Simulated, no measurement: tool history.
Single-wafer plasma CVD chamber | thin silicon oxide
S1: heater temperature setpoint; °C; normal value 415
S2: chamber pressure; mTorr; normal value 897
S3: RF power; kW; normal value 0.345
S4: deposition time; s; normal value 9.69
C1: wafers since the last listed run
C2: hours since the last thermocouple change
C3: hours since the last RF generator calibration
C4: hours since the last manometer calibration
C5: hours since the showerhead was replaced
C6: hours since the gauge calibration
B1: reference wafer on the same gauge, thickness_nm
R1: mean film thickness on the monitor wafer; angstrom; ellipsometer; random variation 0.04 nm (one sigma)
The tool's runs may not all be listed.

run     day   S1   S2     S3     S4   C1      C2      C3      C4      C5     C6      B1      R1
  1       0  415  897   0.32   9.69    0  2657.5  1379.2  2788.9  4154.2  201.3  15.301  173.58
  2   1.075  415  897    0.3   9.69  653  2683.3    1405  2814.7    4180  227.1  15.293  168.12
  3   1.721  415  897  0.345   9.69  392  2698.8  1420.5  2830.2  4195.5  242.6  15.281  178.53
  4   3.146  415  752  0.345   9.69  865    2733  1454.7  2864.4  4229.7  276.8   15.31   154.1
  5   4.104  415  897  0.315  10.44  582    2756  1477.7  2887.4  4252.7  299.8  15.303  184.58
      5.775  -- showerhead replaced
  6   5.796  415  897  0.305   9.69  825  2796.6  1518.3    2928     0.5  340.4  15.295  169.74
  7   6.546  415  897  0.305   9.69  455  2814.6  1536.3    2946    18.5  358.4  15.302     170
  8   7.079  415  897  0.345   9.16  324  2827.4  1549.1  2958.8    31.3  371.2  15.303  168.34
  9   8.358  415  897  0.345   9.16  777  2858.1  1579.8  2989.5      62  401.9  15.297  168.37
 10   9.108  422  701  0.385  11.55  455  2876.1  1597.8  3007.5      80  419.9  15.307  179.54
 11  10.171  415  684  0.385   9.69  645  2901.6  1623.3    3033   105.5  445.4  15.294  147.37
     11.042  -- gauge calibrated
 12  11.517  427  717  0.345   9.69  817  2933.9  1655.6  3065.3   137.8   11.4  15.306     146

The next listed run, before its measurement:
     12.617  -- thermocouple changed; heater temperature recalibrated
     13.292  -- RF generator calibrated
 13  13.342  415  897  0.345  9.69  703  17.4  1.2  3109.1  181.6  55.2   ?   ?

{"run 13": {"B1": 15.293, "R1": 177.81}}
The same run, on a tool lacking any hidden state, would have yielded R1 188.22 angstrom.

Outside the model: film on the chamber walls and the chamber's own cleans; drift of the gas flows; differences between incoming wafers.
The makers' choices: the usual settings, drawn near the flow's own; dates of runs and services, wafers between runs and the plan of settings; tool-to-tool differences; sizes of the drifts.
